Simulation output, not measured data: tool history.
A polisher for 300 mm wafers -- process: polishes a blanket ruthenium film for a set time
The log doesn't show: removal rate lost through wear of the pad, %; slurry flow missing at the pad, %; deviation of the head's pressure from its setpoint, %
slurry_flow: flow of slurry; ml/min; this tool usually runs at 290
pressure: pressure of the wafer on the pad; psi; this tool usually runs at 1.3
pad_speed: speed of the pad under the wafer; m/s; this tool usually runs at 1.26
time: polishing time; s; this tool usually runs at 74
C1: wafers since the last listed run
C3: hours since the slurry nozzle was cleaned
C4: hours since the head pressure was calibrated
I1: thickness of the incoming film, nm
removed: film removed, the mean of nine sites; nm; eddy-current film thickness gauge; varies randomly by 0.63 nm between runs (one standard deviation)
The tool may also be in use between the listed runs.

Run 1, hour 0.0: usual settings but slurry_flow 350 ml/min, pressure 1.1 psi; C1 0; wafers polished on this pad 1943; C3 361.6; C4 19.2; I1 510.7. Result: removed 46.8 nm.
Run 2, hour 51.6: usual settings but slurry_flow 350 ml/min, pressure 1.1 psi; C1 491; wafers polished on this pad 2434; C3 413.2; C4 70.8; I1 512.2. Result: removed 46.1 nm.
Run 3, hour 113.7: usual settings but slurry_flow 325 ml/min, pressure 1.1 psi; C1 591; wafers polished on this pad 3025; C3 475.3; C4 132.9; I1 511.9. Result: removed 46.2 nm.
Run 4, hour 203.7: usual settings but slurry_flow 325 ml/min, pressure 1.1 psi; C1 856; wafers polished on this pad 3882; C3 565.3; C4 222.9; I1 512.7. Result: removed 45.6 nm.
At hour 221.8: worn pad replaced by a new one.
Run 5, hour 353.4: usual settings but slurry_flow 325 ml/min, pressure 1.1 psi; C1 1387; wafers polished on this pad 1253; C3 715.0; C4 372.6; I1 515.3. Result: removed 45.5 nm.
At hour 366.4: slurry nozzle cleaned.
Run 6, hour 454.3: usual settings but pressure 1.2 psi, pad_speed 1.54 m/s; C1 951; wafers polished on this pad 2204; C3 87.9; C4 473.5; I1 511.2. Result: removed 60.0 nm.
Run 7, hour 531.5: usual settings; C1 735; wafers polished on this pad 2939; C3 165.1; C4 550.7; I1 505.3. Result: removed 54.9 nm.
Run 8, hour 623.5: usual settings; C1 875; wafers polished on this pad 3815; C3 257.1; C4 642.7; I1 511.4. Result: removed 54.2 nm.
Run 9, hour 662.9: usual settings; C1 375; wafers polished on this pad 4190; C3 296.5; C4 682.1; I1 507.9. Result: removed 54.5 nm.
At hour 681.1: worn pad replaced by a new one.
Run 10, hour 744.8: usual settings; C1 741; wafers polished on this pad 606; C3 378.4; C4 764.0; I1 510.1. Result: removed 52.9 nm.
Run 11, hour 788.4: usual settings; C1 415; wafers polished on this pad 1021; C3 422.0; C4 807.6; I1 509.3. Result: removed 53.2 nm.
Run 12, hour 850.3: usual settings; C1 589; wafers polished on this pad 1610; C3 483.9; C4 869.5; I1 506.6. Result: removed 53.4 nm.
Run 13, hour 925.3: usual settings but pressure 1.6 psi; C1 714; wafers polished on this pad 2324; C3 558.9; C4 944.5; I1 518.6. Result: removed 65.0 nm.
Run 14, hour 962.6: usual settings but pressure 1.6 psi; C1 355; wafers polished on this pad 2679; C3 596.2; C4 981.8; I1 514.5. Result: removed 66.0 nm.
At hour 1041.3: slurry nozzle cleaned.
Run 15, hour 1060.2: usual settings but pressure 1.6 psi; C1 919; wafers polished on this pad 3599; C3 18.9; C4 1079.4; I1 510.5. Result: removed 70.0 nm.
At hour 1064.6: worn pad replaced by a new one.
Run 16, hour 1119.9: usual settings; C1 530; wafers polished on this pad 526; C3 78.6; C4 1139.1; I1 505.6. Result: removed 55.4 nm.
Run 17, hour 1197.8: usual settings but slurry_flow 215 ml/min, pressure 1.7 psi, time 52 s; C1 741; wafers polished on this pad 1268; C3 156.5; C4 1217.0; I1 506.9. Result: removed 49.0 nm.
Run 18, hour 1241.1: usual settings; C1 412; wafers polished on this pad 1680; C3 199.8; C4 1260.3; I1 515.9. Result: removed 54.7 nm.
At hour 1256.5: head pressure recalibrated.
Run 19, hour 1308.9: usual settings but slurry_flow 350 ml/min, pressure 1.1 psi; C1 626; wafers polished on this pad 2307; C3 267.6; C4 52.4; I1 505.6. Result: removed 47.3 nm.
Run 20, hour 1363.4: usual settings but slurry_flow 195 ml/min, pressure 1.0 psi; C1 518; wafers polished on this pad 2825; C3 322.1; C4 106.9; I1 507.8. Result: removed 38.4 nm.
Run 21, hour 1448.5: usual settings; C1 810; wafers polished on this pad 3636; C3 407.2; C4 192.0; I1 511.2. Result: removed 54.2 nm.
At hour 1516.9: worn pad replaced by a new one.
Run 22, hour 1533.0: usual settings but slurry_flow 230 ml/min, pressure 1.6 psi, pad_speed 0.92 m/s, time 54 s; C1 766; wafers polished on this pad 153; C3 491.7; C4 276.5; I1 503.6. Result: removed 34.7 nm.
Run 23, hour 1586.4: usual settings but slurry_flow 315 ml/min; C1 508; wafers polished on this pad 662; C3 545.1; C4 329.9; I1 507.1. Result: removed 54.4 nm.
Run 24, hour 1665.4: usual settings but pressure 1.5 psi, time 93 s; C1 752; wafers polished on this pad 1414; C3 624.1; C4 408.9; I1 516.9. Result: removed 77.1 nm.
At hour 1724.5: slurry nozzle cleaned.
Run 25, hour 1726.6: usual settings but slurry_flow 225 ml/min, pressure 1.8 psi, pad_speed 1.60 m/s; C1 573; wafers polished on this pad 1987; C3 2.1; C4 470.1; I1 508.2. Result: removed 92.3 nm.
Run 26, hour 1772.2: usual settings but pressure 1.2 psi, pad_speed 1.04 m/s; C1 434; wafers polished on this pad 2421; C3 47.7; C4 515.7; I1 512.3. Result: removed 43.3 nm.
Run 27, hour 1821.2: usual settings but pressure 0.9 psi, pad_speed 1.46 m/s; C1 466; wafers polished on this pad 2888; C3 96.7; C4 564.7; I1 504.5. Result: removed 43.5 nm.
At hour 1905.6: worn pad replaced by a new one.
Run 28, hour 1922.8: usual settings; C1 929; wafers polished on this pad 163; C3 198.3; C4 666.3; I1 516.7. Result: removed 53.1 nm.
Run 29, hour 1982.5: usual settings but time 90 s; C1 568; wafers polished on this pad 731; C3 258.0; C4 726.0; I1 505.1. Result: removed 65.0 nm.
Run 30, hour 2034.2: usual settings but slurry_flow 220 ml/min, pad_speed 0.98 m/s; C1 492; wafers polished on this pad 1224; C3 309.7; C4 777.7; I1 508.0. Result: removed 41.6 nm.
Run 31, hour 2100.2: usual settings but pressure 1.8 psi; C1 628; wafers polished on this pad 1852; C3 375.7; C4 843.7; I1 506.9. Result: removed 72.9 nm.
Run 32, hour 2164.2: usual settings; C1 609; wafers polished on this pad 2461; C3 439.7; C4 907.7; I1 498.6. Result: removed 53.2 nm.

5 ways to go on from here, each from the tool as it stands after run 32. What would each give?
Run A, hour 2164.6: usual settings but pressure 0.9 psi; C1 3; wafers polished on this pad 2465; C3 440.1; C4 908.1; I1 514.4. Result: removed ?.
Run B, hour 2164.6: usual settings but slurry_flow 345 ml/min, pressure 1.0 psi, pad_speed 1.50 m/s; C1 3; wafers polished on this pad 2465; C3 440.1; C4 908.1; I1 514.4. Result: removed ?.
Run C, hour 2164.6: usual settings but pad_speed 0.88 m/s, time 64 s; C1 3; wafers polished on this pad 2465; C3 440.1; C4 908.1; I1 514.4. Result: removed ?.
Run D, hour 2164.6: usual settings but time 49 s; C1 3; wafers polished on this pad 2465; C3 440.1; C4 908.1; I1 514.4. Result: removed ?.
Run E, hour 2164.6: usual settings but slurry_flow 230 ml/min, time 58 s; C1 3; wafers polished on this pad 2465; C3 440.1; C4 908.1; I1 514.4. Result: removed ?.

run  removed
  A     37.2
  B     49.4
  C     34.2
  D     35.6
  E     40.4
With no hidden state in the tool, these same runs would have given:
run  removed
  A     39.2
  B     51.6
  C     36.0
  D     37.5
  E     43.2
